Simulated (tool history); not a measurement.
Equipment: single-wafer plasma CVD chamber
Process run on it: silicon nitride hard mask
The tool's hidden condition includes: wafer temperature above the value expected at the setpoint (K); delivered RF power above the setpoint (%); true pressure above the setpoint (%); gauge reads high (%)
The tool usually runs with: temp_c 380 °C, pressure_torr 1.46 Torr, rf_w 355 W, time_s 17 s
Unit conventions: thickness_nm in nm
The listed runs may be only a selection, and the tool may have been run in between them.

| run | hour | temp_c | pressure_torr | rf_w | time_s | wafers since the last listed run | hours since the last thermocouple change | hours since the last RF generator calibration | hours since the last manometer calibration | hours since the showerhead was replaced | hours since the gauge calibration | read-back reference wafer on the same gauge, thickness_nm | thickness_nm |
|---|---|---|---|---|---|---|---|---|---|---|---|---|---|
| 1 | 0 | 380 | 1.46 | 400 | 17 | 0 | 619.1 | 1447.1 | 732.1 | 2044.4 | 1306.8 | 23.154 | 21.906 |
| 2 | 87.7 | 380 | 1.46 | 355 | 17 | 2190 | 706.8 | 1534.8 | 819.8 | 2132.1 | 1394.5 | 23.081 | 20.353 |
|  | 191.4 | thermocouple changed; heater temperature recalibrated |
| 3 | 191.9 | 380 | 1.46 | 355 | 15.4 | 2402 | 0.5 | 1639 | 924 | 2236.3 | 1498.7 | 23.129 | 18.488 |
| 4 | 236.6 | 380 | 1.46 | 355 | 15.4 | 1116 | 45.2 | 1683.7 | 968.7 | 2281 | 1543.4 | 23.096 | 18.442 |
| 5 | 289.1 | 380 | 1.46 | 315 | 17.8 | 1311 | 97.7 | 1736.2 | 1021.2 | 2333.5 | 1595.9 | 23.097 | 20.011 |
| 6 | 367.8 | 380 | 1.46 | 315 | 17.8 | 1965 | 176.4 | 1814.9 | 1099.9 | 2412.2 | 1674.6 | 23.045 | 19.913 |
|  | 382.3 | showerhead replaced |
|  | 398.2 | capacitance manometer re-zeroed and calibrated |
| 7 | 447.9 | 380 | 1.46 | 315 | 17.8 | 1600 | 256.5 | 1895 | 49.7 | 65.6 | 1754.7 | 23.047 | 19.747 |
| 8 | 541.1 | 369 | 1.7 | 315 | 19.2 | 2327 | 349.7 | 1988.2 | 142.9 | 158.8 | 1847.9 | 23.061 | 22.442 |
| 9 | 602.3 | 380 | 1.35 | 355 | 19.1 | 1528 | 410.9 | 2049.4 | 204.1 | 220 | 1909.1 | 23.13 | 22.306 |
|  | 620.2 | RF generator calibrated |
| 10 | 675.5 | 380 | 1.71 | 355 | 19.4 | 1628 | 484.1 | 55.3 | 277.3 | 293.2 | 1982.3 | 23.03 | 24.351 |
| 11 | 717.5 | 389 | 1.22 | 415 | 15.8 | 1048 | 526.1 | 97.3 | 319.3 | 335.2 | 2024.3 | 23.104 | 19.54 |
| 12 | 809.7 | 388 | 1.46 | 355 | 17 | 2302 | 618.3 | 189.5 | 411.5 | 427.4 | 2116.5 | 23.055 | 20.374 |
| 13 | 876.5 | 380 | 1.6 | 420 | 17 | 1668 | 685.1 | 256.3 | 478.3 | 494.2 | 2183.3 | 23.069 | 22.815 |
|  | 959.3 | gauge calibrated |
|  | 1077.4 | thermocouple changed; heater temperature recalibrated |
| 14 | 1115.2 | 380 | 1.46 | 410 | 17 | 5761 | 37.8 | 495 | 717 | 732.9 | 155.9 | 23.513 | 22.636 |
| 15 | 1179.3 | 365 | 1.46 | 355 | 18 | 1600 | 101.9 | 559.1 | 781.1 | 797 | 220 | 23.476 | 22.189 |
| 16 | 1255.7 | 380 | 1.57 | 355 | 17 | 1908 | 178.3 | 635.5 | 857.5 | 873.4 | 296.4 | 23.448 | 20.977 |

Run 17 comes next. What will it give?
| 17 | 1355.2 | 380 | 1.46 | 355 | 17 | 2485 | 277.8 | 735 | 957 | 972.9 | 395.9 | ? | ? |

{"run 17": {"read-back reference wafer on the same gauge, thickness_nm": 23.4, "thickness_nm": 20.379}}
With the hidden condition absent and the run-to-run variation left alone, this run would have shown thickness_nm 20.549 nm.
